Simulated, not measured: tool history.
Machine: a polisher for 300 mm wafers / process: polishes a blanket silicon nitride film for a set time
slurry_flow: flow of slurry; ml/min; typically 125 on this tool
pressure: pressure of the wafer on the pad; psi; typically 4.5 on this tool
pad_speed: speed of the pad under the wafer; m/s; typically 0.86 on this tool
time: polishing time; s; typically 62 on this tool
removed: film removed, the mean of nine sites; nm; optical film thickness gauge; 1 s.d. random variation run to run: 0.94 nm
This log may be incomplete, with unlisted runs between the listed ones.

run	day	slurry_flow	pressure	pad_speed	time	wafers since the last listed run	wafers polished on this pad	hours since the slurry nozzle was cleaned	hours since the head pressure was calibrated	incoming thickness of the incoming film, nm	removed
1	0.000	125	4.5	0.86	62	0	894	606.7	1067.3	447.3	129.3
2	0.733	125	4.5	0.86	62	241	1136	624.3	1084.9	449.9	127.6
3	1.062	125	4.5	0.86	62	108	1244	632.2	1092.8	450.8	127.0
4	1.654	125	4.5	0.86	62	195	1439	646.4	1107.0	443.3	124.9
5	2.133	125	5.0	0.86	70	158	1597	657.9	1118.5	452.9	154.3
# day 2.196: slurry nozzle cleaned
# day 2.425: worn pad replaced by a new one, of another model than before
6	2.654	125	5.0	0.86	70	103	75	11.0	1131.0	446.8	160.8
7	3.029	125	5.0	0.86	70	123	198	20.0	1140.0	448.3	161.0
8	3.775	125	4.5	0.86	62	246	444	37.9	1157.9	453.9	131.9
9	4.338	125	4.5	0.86	62	185	630	51.4	1171.4	448.5	132.9
10	4.733	125	4.5	0.86	62	130	761	60.9	1180.9	449.5	131.4
11	5.450	125	4.5	0.86	62	236	997	78.1	1198.1	449.4	129.5
12	5.733	110	4.5	0.86	62	93	1091	84.9	1204.9	447.5	127.0
13	6.004	110	4.5	0.86	62	89	1180	91.4	1211.4	449.1	125.8
# day 7.292: worn pad replaced by a new one
14	8.108	100	5.8	0.66	52	639	268	141.9	1261.9	451.3	113.5
15	8.538	125	4.5	0.86	62	141	410	152.2	1272.2	450.3	131.5
16	8.838	125	5.0	1.10	62	98	509	159.4	1279.4	452.2	154.5
17	9.162	140	5.7	0.94	45	107	616	167.2	1287.2	454.1	114.5
18	9.604	125	4.5	0.86	62	145	762	177.8	1297.8	450.8	129.4
19	10.292	125	3.7	0.86	62	226	989	194.3	1314.3	455.9	115.4
20	10.896	125	4.5	0.86	62	199	1188	208.8	1328.8	443.9	129.0
21	11.308	155	4.0	0.86	62	136	1324	218.7	1338.7	459.1	121.1
22	11.842	90	5.5	0.78	62	175	1500	231.5	1351.5	446.4	127.2
# day 12.196: head pressure recalibrated
23	12.267	145	4.5	0.64	68	112	1613	241.7	1.7	455.1	122.2
# day 12.679: worn pad replaced by a new one
24	12.700	125	4.5	0.86	62	87	6	252.1	12.1	444.7	130.1
25	12.821	125	4.5	0.66	62	39	46	255.0	15.0	450.0	118.9
26	13.308	125	4.5	0.86	62	160	207	266.7	26.7	452.5	133.0
27	13.650	85	5.9	0.66	74	112	320	274.9	34.9	455.6	156.7
28	14.362	125	4.5	1.06	54	235	555	292.0	52.0	450.8	125.2
29	14.962	125	4.5	0.86	79	197	753	306.4	66.4	442.6	164.5
30	15.383	125	4.5	0.58	62	138	891	316.5	76.5	450.0	111.1
31	16.096	125	4.5	0.86	62	235	1126	333.6	93.6	457.8	126.7
32	16.546	125	4.5	0.86	62	148	1275	344.4	104.4	446.1	126.6
# day 17.325: worn pad replaced by a new one
33	17.346	125	3.4	0.62	62	208	6	363.6	123.6	449.2	100.3
34	17.567	125	4.5	0.86	62	72	79	368.9	128.9	456.0	132.0
35	17.938	155	4.0	0.86	62	122	201	377.8	137.8	442.0	127.1
36	18.583	125	4.5	0.86	62	213	414	393.3	153.3	447.1	131.3
37	19.146	125	3.6	0.86	62	185	600	406.8	166.8	449.2	114.9

Pick out some run-to-run changes in removed. Of each, how much would a tool without hidden state show as well, from the settings, what came in and chance, and how much is left for the hidden state and any gauge scatter not in both results compared?
Hidden state at play: removal rate lost through wear of the pad, %; slurry flow missing at the pad, %; deviation of the head's pressure from its setpoint, %.
Run 5 -> 6: slurry nozzle cleaned, worn pad replaced by a new one, of another model than before. removed +6.5 nm: hidden state +12.5, all else -6.0.
Run 16 -> 17: slurry_flow 125 -> 140, pressure 5.0 -> 5.7, pad_speed 1.10 -> 0.94, time 62 -> 45. removed -40.0 nm: hidden state +0.0, all else -40.0.
Run 23 -> 24: slurry_flow 145 -> 125, pad_speed 0.64 -> 0.86, time 68 -> 62, worn pad replaced by a new one. removed +7.9 nm: hidden state +9.0, all else -1.1.
Run 28 -> 29: pad_speed 1.06 -> 0.86, time 54 -> 79. removed +39.3 nm: hidden state -1.9, all else +41.2.
Run 29 -> 30: pad_speed 0.86 -> 0.58, time 79 -> 62. removed -53.4 nm: hidden state +0.7, all else -54.1.
Run 32 -> 33: pressure 4.5 -> 3.4, pad_speed 0.86 -> 0.62, worn pad replaced by a new one. removed -26.3 nm: hidden state +6.5, all else -32.8.
